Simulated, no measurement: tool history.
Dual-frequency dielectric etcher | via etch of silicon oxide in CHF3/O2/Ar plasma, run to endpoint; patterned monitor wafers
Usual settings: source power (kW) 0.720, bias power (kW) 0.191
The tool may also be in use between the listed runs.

| run | hour | source power (kW) | bias power (kW) | incoming incoming film thickness, nm | endpoint time (s) |
|---|---|---|---|---|---|
| 1 | 0.0 | 0.720 | 0.191 | 821.7 | 395.6 |
| 2 | 34.3 | 0.720 | 0.191 | 827.0 | 396.6 |
| 3 | 63.0 | 0.720 | 0.191 | 825.1 | 397.5 |
| 4 | 78.9 | 0.720 | 0.191 | 822.8 | 394.9 |
| 5 | 104.0 | 0.720 | 0.191 | 824.4 | 400.6 |
|  | 139.7 | upper electrode replaced |
| 6 | 140.2 | 0.720 | 0.191 | 823.1 | 397.3 |
|  | 169.1 | bias power generator calibrated |
|  | 173.0 | wet clean of the chamber |
| 7 | 173.5 | 0.720 | 0.191 | 826.8 | 388.9 |
| 8 | 173.9 | 0.720 | 0.191 | 814.3 | 381.4 |
| 9 | 187.8 | 0.720 | 0.191 | 827.1 | 387.2 |
| 10 | 233.5 | 0.720 | 0.191 | 831.0 | 392.3 |
| 11 | 265.1 | 0.720 | 0.191 | 829.9 | 390.2 |
| 12 | 279.9 | 0.720 | 0.191 | 826.1 | 388.3 |
|  | 307.2 | source power generator calibrated |
| 13 | 312.6 | 0.560 | 0.177 | 821.4 | 424.3 |
| 14 | 345.2 | 0.720 | 0.191 | 834.8 | 395.1 |
| 15 | 369.8 | 0.720 | 0.191 | 824.9 | 392.0 |
| 16 | 391.0 | 0.860 | 0.159 | 817.0 | 385.1 |
| 17 | 416.0 | 0.720 | 0.191 | 820.5 | 389.3 |
| 18 | 444.5 | 0.650 | 0.220 | 814.2 | 381.2 |
| 19 | 458.2 | 0.720 | 0.191 | 820.6 | 388.8 |
| 20 | 471.7 | 0.780 | 0.173 | 824.8 | 393.9 |
| 21 | 492.9 | 0.830 | 0.228 | 823.6 | 357.2 |

Forecast run 22:
| 22 | 559.9 | 0.720 | 0.227 | 819.1 | ? |

Run 22 gave endpoint time (s) 372.3.
Without the tool's hidden state the same run would have given endpoint time (s) 365.7.
